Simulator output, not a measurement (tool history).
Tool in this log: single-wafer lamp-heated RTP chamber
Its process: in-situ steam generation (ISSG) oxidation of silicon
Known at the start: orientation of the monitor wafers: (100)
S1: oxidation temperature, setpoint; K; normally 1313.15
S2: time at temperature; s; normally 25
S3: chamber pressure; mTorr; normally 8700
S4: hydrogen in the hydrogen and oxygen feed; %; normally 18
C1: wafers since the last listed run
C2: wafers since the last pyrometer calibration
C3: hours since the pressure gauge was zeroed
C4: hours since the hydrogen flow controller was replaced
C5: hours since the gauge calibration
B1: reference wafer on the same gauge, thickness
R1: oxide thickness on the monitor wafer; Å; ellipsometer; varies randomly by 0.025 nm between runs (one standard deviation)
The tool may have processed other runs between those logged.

run    hour       S1  S2    S3  S4    C1    C2      C3      C4      C5     B1     R1
  1       0  1313.15  25  8700  18     0  4059   970.5  3962.3   787.3  6.304  75.87
       71.9  -- pyrometer window cleaned and pyrometer calibrated
  2    81.5  1313.15  25  8700  18   876   114    1052  4043.8   868.8  6.299  75.16
  3   141.4  1313.15  25  8700  18   714   828  1111.9  4103.7   928.7  6.303  75.11
  4   222.7  1313.15  25  8700  11   969  1797  1193.2    4185    1010  6.301  67.97
  5   285.7  1313.15  20  8700  18   751  2549  1256.2    4248    1073  6.298  67.11
  6   331.7  1313.15  20  8700  18   548  3097  1302.2    4294    1119  6.294  67.16
  7   399.3  1313.15  25  8700  18   805  3903  1369.8  4361.6  1186.6  6.303  75.56
  8   465.6  1313.15  25  8700  18   790  4693  1436.1  4427.9  1252.9  6.306  76.31
      484.3  -- pyrometer window cleaned and pyrometer calibrated
  9   569.8  1313.15  25  8700  18  1146  1019  1540.3  4532.1  1357.1  6.305  76.67
 10   651.8  1313.15  25  8700  18   977  1996  1622.3  4614.1  1439.1  6.292  77.08
 11   744.5  1313.15  25  8700  18  1105  3102    1715  4706.8  1531.8  6.294  77.52
      840.3  -- pyrometer window cleaned and pyrometer calibrated, repeated, since the last time left the tool worse
 12   980.6  1321.15  25  8700  18  2719  1672  1951.1  4942.9  1767.9  6.306  78.81
 13  1046.1  1321.15  25  8700  18   780  2453  2016.6  5008.4  1833.4  6.301  78.96
 14  1106.9  1300.15  25  9200  18   724  3178  2077.4  5069.2  1894.2  6.292  69.89
 15  1150.4  1313.15  25  8700  18   518  3696  2120.9  5112.7  1937.7  6.303  75.24
     1223.5  -- pyrometer window cleaned and pyrometer calibrated
 16  1250.7  1326.15  31  8000  18  1100   324  2221.2    5213    2038  6.299  91.16
     1264.1  -- hydrogen flow controller replaced
 17  1332.9  1313.15  25  9500  24   884  1209  2303.4    68.8  2120.2    6.3  79.31
 18  1433.9  1313.15  25  8700  18  1204  2413  2404.4   169.8  2221.2  6.297  75.15
 19  1474.7  1307.15  25  7900  26   486  2899  2445.2   210.6    2262    6.3  80.05
     1499.4  -- pressure gauge zeroed
 20  1573.1  1331.15  17  7800  27  1077  3977    73.7     309  2360.4  6.306  75.83
     1595.9  -- gauge calibrated
 21  1622.1  1300.15  25  9200  18   584  4561   122.7     358    26.2  6.301  70.63
     1679.2  -- pyrometer window cleaned and pyrometer calibrated
 22  1720.1  1297.15  25  9700  12  1072   487   220.7     456   124.2  6.304  62.61
 23  1827.6  1299.15  33  8700  11  1281  1768   328.2   563.5   231.7  6.298   73.2
 24  1896.3  1324.15  25  7800  24   819  2587   396.9   632.2   300.4  6.302  85.82
 25  1978.4  1307.15  30  9100  18   978  3566     479   714.3   382.5  6.306  80.54
 26  2024.6  1313.15  25  8700  18   550  4117   525.2   760.5   428.7  6.295  75.75
     2092.2  -- pyrometer window cleaned and pyrometer calibrated
 27  2092.7  1323.15  30  8700  14   716     5   593.3   828.6   496.8  6.305  82.86

For each entry between runs, how does the tool's hidden state at the last listed run before it compare with that at the first listed run after it?
After run 1, before run 2: pyrometer window cleaned and pyrometer calibrated (hour 71.9)
  true wafer temperature minus pyrometer reading, K: 2.15 -> 0.0662
  what was measured, less what the result would be without the hidden state, R1: +0.88 -> +0.03 Å
After run 8, before run 9: pyrometer window cleaned and pyrometer calibrated (hour 484.3)
  true wafer temperature minus pyrometer reading, K: 2.36 -> 5.45
  what was measured, less what the result would be without the hidden state, R1: +0.98 -> +2.25 Å
After run 11, before run 12: pyrometer window cleaned and pyrometer calibrated, repeated, since the last time left the tool worse (hour 840.3)
  true wafer temperature minus pyrometer reading, K: 6.49 -> 1.12
  what was measured, less what the result would be without the hidden state, R1: +2.71 -> +0.49 Å
After run 15, before run 16: pyrometer window cleaned and pyrometer calibrated (hour 1223.5)
  true wafer temperature minus pyrometer reading, K: 2.14 -> 0.19
  what was measured, less what the result would be without the hidden state, R1: +0.86 -> +0.1 Å
After run 16, before run 17: hydrogen flow controller replaced (hour 1264.1)
  true wafer temperature minus pyrometer reading, K: 0.19 -> 0.682
  what was measured, less what the result would be without the hidden state, R1: +0.1 -> +0.29 Å
After run 19, before run 20: pressure gauge zeroed (hour 1499.4)
  true wafer temperature minus pyrometer reading, K: 1.53 -> 2.12
  what was measured, less what the result would be without the hidden state, R1: +0.64 -> +0.87 Å
After run 20, before run 21: gauge calibrated (hour 1595.9)
  true wafer temperature minus pyrometer reading, K: 2.12 -> 2.41
  what was measured, less what the result would be without the hidden state, R1: +0.87 -> +0.86 Å
After run 21, before run 22: pyrometer window cleaned and pyrometer calibrated (hour 1679.2)
  true wafer temperature minus pyrometer reading, K: 2.41 -> 0.503
  what was measured, less what the result would be without the hidden state, R1: +0.86 -> +0.16 Å
After run 26, before run 27: pyrometer window cleaned and pyrometer calibrated (hour 2092.2)
  true wafer temperature minus pyrometer reading, K: 2.32 -> 0.324
  what was measured, less what the result would be without the hidden state, R1: +0.95 -> +0.15 Å
